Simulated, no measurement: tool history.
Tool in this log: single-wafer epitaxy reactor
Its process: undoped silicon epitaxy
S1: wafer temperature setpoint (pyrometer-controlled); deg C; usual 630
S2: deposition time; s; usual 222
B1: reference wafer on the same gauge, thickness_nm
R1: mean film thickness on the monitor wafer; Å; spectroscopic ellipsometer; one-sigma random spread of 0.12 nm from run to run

run     day   S1   S2      B1      R1
  1       0  630  222  22.107  222.23
      0.262  -- gauge calibrated
  2     0.6  630  222  22.118  220.92
  3   1.229  630  222   22.11  223.12
  4   1.962  640  222  22.074  280.01
  5   3.208  640  222  22.103  278.69
  6   3.929  624  222  22.108  192.46
  7   4.367  630  222  22.105  220.76
  8     4.7  630  222  22.091  221.93
  9   5.346  630  222  22.104  222.18
 10   6.088  630  222  22.104  219.42
 11   6.633  630  222  22.092  218.98
 12   6.942  630  222   22.11  221.61
 13   7.633  630  222  22.104  223.36
 14   8.346  630  222   22.11  219.01
 15   8.904  630  222    22.1  221.14
 16   9.408  630  222   22.11  218.63
 17   9.754  637  189  22.095  223.03
     10.142  -- pyrometer calibrated
 18  11.833  622  222  22.098  209.65
 19   12.55  638  236  22.109  322.53
 20  12.908  630  256  22.109  292.33
     13.092  -- gauge calibrated
 21  13.192  642  255  22.107  378.67
 22  13.842  630  203  22.112  229.61
 23  14.312  630  222  22.091  249.71
 24  14.704  630  222   22.08  252.42
 25  15.212  619  195  22.096  168.95
 26  15.658  630  222   22.11  248.83
 27  16.346  622  183   22.09  168.19
 28  16.679  619  189  22.096  162.86
 29  17.275  636  260  22.108  332.72
 30  17.683  634  222  22.102  269.27

Consider 4 possible next runs. They are alternatives, not a sequence: every one starts from the tool as it was left by run 30. What does each give?
  A  17.704  630  222   ?   ?
  B  17.704  630  187   ?   ?
  C  17.704  621  222   ?   ?
  D  17.704  616  179   ?   ?

run      B1      R1
  A  22.084  247.54
  B  22.084  208.51
  C  22.084  200.08
  D  22.084  143.05
Take away the tool's hidden state, keep each run's random variation, and the runs would have read:
run      R1
  A  255.22
  B  214.98
  C  206.42
  D  147.64
